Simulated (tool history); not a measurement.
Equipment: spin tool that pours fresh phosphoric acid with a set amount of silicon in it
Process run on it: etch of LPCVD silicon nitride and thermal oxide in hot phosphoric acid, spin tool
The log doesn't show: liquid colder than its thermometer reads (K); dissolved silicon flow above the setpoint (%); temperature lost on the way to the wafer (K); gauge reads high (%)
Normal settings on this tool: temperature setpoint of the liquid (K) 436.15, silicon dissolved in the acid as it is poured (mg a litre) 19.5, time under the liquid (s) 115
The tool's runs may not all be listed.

run,hour,temperature setpoint of the liquid (K),silicon dissolved in the acid as it is poured (mg a litre),time under the liquid (s),wafers since the last listed run,hours since the thermometer was replaced,hours since the dissolved silicon flow meter was replaced,hours since the heated supply line was repaired,hours since the gauge calibration,"read-back film thickness of the LPCVD silicon nitride reference wafer, read on the same gauge (nm)",thickness taken off the LPCVD silicon nitride on a monitor wafer (nm)
1,0.0,436.15,19.5,115,0,381.3,143.9,1977.2,1666.7,86.31,9.09
2,32.6,436.15,29.0,115,339,413.9,176.5,2009.8,1699.3,86.15,9.06
3,75.2,436.15,19.5,115,443,456.5,219.1,2052.4,1741.9,85.96,9.18
4,100.5,436.15,25.5,160,263,481.8,244.4,2077.7,1767.2,85.84,12.54
# hour 119.5: heated supply line repaired
5,131.2,438.65,19.5,115,308,512.5,275.1,11.7,1797.9,85.69,9.82
6,195.5,433.65,11.5,65,668,576.8,339.4,76.0,1862.2,85.37,4.67
7,262.2,434.15,27.0,115,693,643.5,406.1,142.7,1928.9,85.03,8.33
8,302.6,433.65,19.5,115,420,683.9,446.5,183.1,1969.3,84.82,8.12
9,337.7,436.15,19.5,115,365,719.0,481.6,218.2,2004.4,84.62,8.90
# hour 354.0: gauge calibrated
10,363.0,437.15,27.0,55,263,744.3,506.9,243.5,9.0,89.76,4.62
11,395.2,436.15,19.5,115,334,776.5,539.1,275.7,41.2,89.74,9.60
12,419.8,436.15,4.5,140,255,801.1,563.7,300.3,65.8,89.74,11.42
13,447.0,436.15,19.5,90,282,828.3,590.9,327.5,93.0,89.75,7.31
14,473.4,438.15,14.5,115,274,854.7,617.3,353.9,119.4,89.72,10.19
15,528.0,436.15,19.5,45,567,909.3,671.9,408.5,174.0,89.69,3.67
16,594.8,437.65,26.5,150,694,976.1,738.7,475.3,240.8,89.65,12.93
17,635.5,439.15,25.0,55,423,1016.8,779.4,516.0,281.5,89.63,5.00
18,703.4,433.65,33.0,155,706,1084.7,847.3,583.9,349.4,89.57,11.59
19,758.6,436.15,19.5,115,574,1139.9,902.5,639.1,404.6,89.55,9.34
20,822.9,436.15,19.5,115,668,1204.2,966.8,703.4,468.9,89.43,9.45
21,860.4,437.65,28.0,75,390,1241.7,1004.3,740.9,506.4,89.40,6.42

Results for each run, recomputed without the tool's hidden state and with each run's random variation untouched:
run,thickness taken off the LPCVD silicon nitride on a monitor wafer (nm)
1,9.48
2,9.47
3,9.62
4,13.15
5,10.32
6,4.92
7,8.81
8,8.61
9,9.46
10,4.63
11,9.63
12,11.45
13,7.33
14,10.22
15,3.69
16,12.98
17,5.02
18,11.65
19,9.39
20,9.51
21,6.46
